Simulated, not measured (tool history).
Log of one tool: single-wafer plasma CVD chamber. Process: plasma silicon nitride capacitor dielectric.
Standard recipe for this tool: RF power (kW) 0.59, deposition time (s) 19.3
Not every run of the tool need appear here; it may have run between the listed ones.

run   hour  RF power (kW)  deposition time (s)  wafers since the last listed run  hours since the last RF generator calibration  hours since the showerhead was replaced  hours since the gauge calibration  read-back reference wafer on the same gauge, thickness_nm  mean film thickness on the monitor wafer (nm)
  1      0           0.62                 22.3                                 0                                         1396.7                                   4940.7                              293.2                                                     27.786                                         35.677
  2    9.9           0.62                 22.3                               250                                         1406.6                                   4950.6                              303.1                                                     27.803                                         35.693
      12.6  -- gauge calibrated
  3   19.3          0.635                 19.3                               238                                           1416                                     4960                                6.7                                                     27.793                                         31.033
  4   27.1          0.495                 18.2                               197                                         1423.8                                   4967.8                               14.5                                                     27.799                                         27.637
  5   34.2          0.495                 18.2                               179                                         1430.9                                   4974.9                               21.6                                                     27.787                                         27.495
  6   43.6          0.495                 18.2                               238                                         1440.3                                   4984.3                                 31                                                     27.799                                         27.627
  7   56.3           0.59                 21.7                               321                                           1453                                     4997                               43.7                                                     27.808                                         34.272
  8     71           0.59                 16.3                               372                                         1467.7                                   5011.7                               58.4                                                     27.805                                         25.781
  9   85.1           0.59                 19.3                               357                                         1481.8                                   5025.8                               72.5                                                     27.795                                         30.447
 10  102.8           0.59                 19.3                               448                                         1499.5                                   5043.5                               90.2                                                     27.794                                         30.486
 11  120.6           0.56                 16.5                               451                                         1517.3                                   5061.3                                108                                                     27.806                                         25.748
 12  136.8           0.56                 16.5                               410                                         1533.5                                   5077.5                              124.2                                                       27.8                                         25.742
 13  153.2           0.56                 16.5                               415                                         1549.9                                   5093.9                              140.6                                                     27.798                                         25.702
 14  164.8           0.59                 17.4                               293                                         1561.5                                   5105.5                              152.2                                                     27.801                                         27.553
 15  174.2           0.59                 17.4                               238                                         1570.9                                   5114.9                              161.6                                                      27.79                                         27.443
 16  187.4           0.59                 17.4                               334                                         1584.1                                   5128.1                              174.8                                                     27.796                                         27.484
 17  197.5           0.59                 19.3                               255                                         1594.2                                   5138.2                              184.9                                                     27.799                                         30.514
 18  211.6           0.59                 19.3                               357                                         1608.3                                   5152.3                                199                                                     27.805                                         30.567
 19  219.9           0.59                 17.1                               210                                         1616.6                                   5160.6                              207.3                                                     27.801                                         26.941
 20  254.6           0.59                 17.1                               879                                         1651.3                                   5195.3                                242                                                     27.801                                         26.929
 21  268.4          0.545                 19.3                               349                                         1665.1                                   5209.1                              255.8                                                      27.81                                         29.883
 22    279          0.655                 16.4                               268                                         1675.7                                   5219.7                              266.4                                                     27.809                                         26.583
     287.3  -- gauge calibrated
 23  292.8           0.59                 19.3                               349                                         1689.5                                   5233.5                                5.5                                                     27.798                                         30.435
 24  306.7           0.59                 19.3                               352                                         1703.4                                   5247.4                               19.4                                                     27.802                                         30.561
 25  321.6           0.51                 16.5                               377                                         1718.3                                   5262.3                               34.3                                                     27.804                                          25.11
 26  337.3           0.62                 22.3                               397                                           1734                                     5278                                 50                                                     27.804                                         35.705
 27  346.2          0.475                 19.3                               225                                         1742.9                                   5286.9                               58.9                                                     27.793                                         28.918
 28  355.3          0.505                 17.9                               230                                           1752                                     5296                                 68                                                     27.782                                         27.238
 29  361.3           0.59                 17.4                               152                                           1758                                     5302                                 74                                                     27.806                                         27.523
 30  378.1           0.51                 17.9                               425                                         1774.8                                   5318.8                               90.8                                                     27.798                                         27.273
     391.4  -- RF generator calibrated
 31  391.9          0.555                 17.7                               146                                            0.5                                   5332.6                              104.6                                                     27.806                                         27.966
 32  396.1           0.59                 19.3                               106                                            4.7                                   5336.8                              108.8                                                     27.797                                         31.058
 33  407.9           0.66                 21.9                               299                                           16.5                                   5348.6                              120.6                                                      27.81                                          36.12
 34  423.5           0.63                 16.3                               395                                           32.1                                   5364.2                              136.2                                                     27.795                                         26.651
     440.1  -- showerhead replaced
 35  440.5          0.635                 16.9                               228                                           49.1                                      0.4                              153.2                                                     27.801                                         27.669
 36  457.4           0.49                   21                               428                                             66                                     17.3                              170.1                                                     27.801                                         32.161
 37    475           0.64                 15.5                               446                                           83.6                                     34.9                              187.7                                                     27.805                                         25.333
 38  492.5           0.51                 16.4                               443                                          101.1                                     52.4                              205.2                                                     27.811                                         25.354
 39  508.1           0.59                 21.8                               395                                          116.7                                       68                              220.8                                                     27.813                                         34.895
 40  524.9           0.66                 21.4                               425                                          133.5                                     84.8                              237.6                                                     27.793                                         35.259
 41  531.8          0.505                 21.4                               174                                          140.4                                     91.7                              244.5                                                     27.796                                         32.929
 42    547          0.685                 17.5                               385                                          155.6                                    106.9                              259.7                                                     27.801                                         28.988
 43  557.7           0.59                 17.9                               271                                          166.3                                    117.6                              270.4                                                       27.8                                         28.688
     565.3  -- gauge calibrated
 44  568.1          0.555                   21                               263                                          176.7                                      128                                2.8                                                     27.796                                         33.122

Below are 4 alternative next runs, each starting from the tool's condition after run 44. Predict each:
  A  568.5          0.645                 19.3                                10                                          177.1                                    128.4                                3.2                                                          ?                                              ?
  B  568.5            0.5                 23.1                                10                                          177.1                                    128.4                                3.2                                                          ?                                              ?
  C  568.5            0.7                 22.7                                10                                          177.1                                    128.4                                3.2                                                          ?                                              ?
  D  568.5           0.59                 21.1                                10                                          177.1                                    128.4                                3.2                                                          ?                                              ?

run  read-back reference wafer on the same gauge, thickness_nm  mean film thickness on the monitor wafer (nm)
  A                                                     27.805                                         31.533
  B                                                     27.805                                         35.435
  C                                                     27.805                                         37.869
  D                                                     27.805                                         33.711
Without the tool's hidden state the same runs would have given:
run  mean film thickness on the monitor wafer (nm)
  A                                          31.79
  B                                         35.723
  C                                         38.177
  D                                         33.985
